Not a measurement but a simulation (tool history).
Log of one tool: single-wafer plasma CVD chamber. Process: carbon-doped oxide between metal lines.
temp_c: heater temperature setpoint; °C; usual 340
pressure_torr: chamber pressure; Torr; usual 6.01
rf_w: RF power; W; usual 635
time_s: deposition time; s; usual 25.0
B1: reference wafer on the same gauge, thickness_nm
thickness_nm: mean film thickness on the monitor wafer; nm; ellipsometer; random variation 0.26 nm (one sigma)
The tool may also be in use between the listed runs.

Run 1, hour 0.0: usual settings but pressure_torr 6.68 Torr; B1 144.957. Result: thickness_nm 174.076 nm.
Run 2, hour 14.1: usual settings; B1 145.000. Result: thickness_nm 172.448 nm.
Run 3, hour 27.4: usual settings; B1 144.996. Result: thickness_nm 172.258 nm.
Run 4, hour 61.6: usual settings; B1 144.946. Result: thickness_nm 172.717 nm.
Run 5, hour 97.3: usual settings; B1 145.011. Result: thickness_nm 171.677 nm.
Run 6, hour 128.6: usual settings but temp_c 331 °C, pressure_torr 6.61 Torr; B1 144.995. Result: thickness_nm 180.104 nm.
Run 7, hour 142.8: usual settings but temp_c 331 °C, pressure_torr 6.61 Torr; B1 145.037. Result: thickness_nm 179.456 nm.
Run 8, hour 162.7: usual settings but temp_c 331 °C, pressure_torr 6.61 Torr; B1 145.034. Result: thickness_nm 179.733 nm.
Run 9, hour 179.8: usual settings but pressure_torr 5.15 Torr; B1 144.976. Result: thickness_nm 168.510 nm.
Run 10, hour 206.6: usual settings; B1 144.956. Result: thickness_nm 171.584 nm.
Run 11, hour 234.2: usual settings; B1 145.027. Result: thickness_nm 175.545 nm.
Run 12, hour 251.7: usual settings; B1 145.020. Result: thickness_nm 172.201 nm.
Run 13, hour 266.6: usual settings but temp_c 329 °C; B1 145.018. Result: thickness_nm 178.211 nm.
Run 14, hour 289.5: usual settings but time_s 23.9 s; B1 144.950. Result: thickness_nm 164.683 nm.
Run 15, hour 304.7: usual settings but temp_c 351 °C, pressure_torr 6.96 Torr, rf_w 680 W, time_s 21.5 s; B1 145.050. Result: thickness_nm 151.469 nm.
Run 16, hour 333.0: usual settings but temp_c 325 °C, pressure_torr 6.76 Torr, rf_w 725 W; B1 144.963. Result: thickness_nm 199.219 nm.
Run 17, hour 366.0: usual settings but temp_c 329 °C, pressure_torr 4.93 Torr, rf_w 750 W, time_s 28.2 s; B1 144.987. Result: thickness_nm 215.183 nm.
Run 18, hour 381.4: usual settings but temp_c 329 °C; B1 145.037. Result: thickness_nm 179.306 nm.
Run 19, hour 407.1: usual settings but temp_c 344 °C, rf_w 720 W; B1 144.918. Result: thickness_nm 183.413 nm.
Run 20, hour 442.7: usual settings but temp_c 350 °C; B1 144.979. Result: thickness_nm 167.012 nm.
Run 21, hour 468.9: usual settings but temp_c 354 °C, pressure_torr 4.74 Torr, rf_w 525 W, time_s 23.3 s; B1 145.010. Result: thickness_nm 132.271 nm.
Run 22, hour 497.7: usual settings; B1 145.061. Result: thickness_nm 172.357 nm.
Run 23, hour 528.9: usual settings; B1 145.017. Result: thickness_nm 172.425 nm.
Run 24, hour 543.7: usual settings but rf_w 560 W; B1 145.093. Result: thickness_nm 159.575 nm.
Run 25, hour 578.3: usual settings but pressure_torr 5.09 Torr, rf_w 760 W; B1 144.924. Result: thickness_nm 186.513 nm.
Run 26, hour 601.2: usual settings but rf_w 545 W, time_s 28.1 s; B1 145.022. Result: thickness_nm 176.056 nm.
Run 27, hour 635.2: usual settings but rf_w 695 W; B1 144.956. Result: thickness_nm 181.885 nm.

Not shown: 5 entries that the log had between the listed runs. Between which runs, and how does the tool's hidden state differ before and after?
Between runs 7 and 8: gauge calibrated (hour 153.6); capacitance manometer re-zeroed and calibrated (hour 156.6)
  wafer temperature above the value expected at the setpoint (K): -5.92 -> -5.93; delivered RF power above the setpoint (%): -3.99 -> -4.05
  measured less the result without the state, thickness_nm: -0.332 -> -0.405 nm
Between runs 10 and 11: RF generator calibrated (hour 233.7)
  wafer temperature above the value expected at the setpoint (K): -5.94 -> -5.95; delivered RF power above the setpoint (%): -4.21 -> -0.549
  measured less the result without the state, thickness_nm: -0.892 -> +3.015 nm
Between runs 11 and 12: thermocouple changed; heater temperature recalibrated (hour 244.7)
  wafer temperature above the value expected at the setpoint (K): -5.95 -> 0.154; delivered RF power above the setpoint (%): -0.549 -> -0.61
  measured less the result without the state, thickness_nm: +3.015 -> -0.719 nm
Between runs 19 and 20: showerhead replaced (hour 433.5)
  wafer temperature above the value expected at the setpoint (K): -1.1 -> -1.35; delivered RF power above the setpoint (%): -1.14 -> -1.27
  measured less the result without the state, thickness_nm: -0.603 -> -0.598 nm
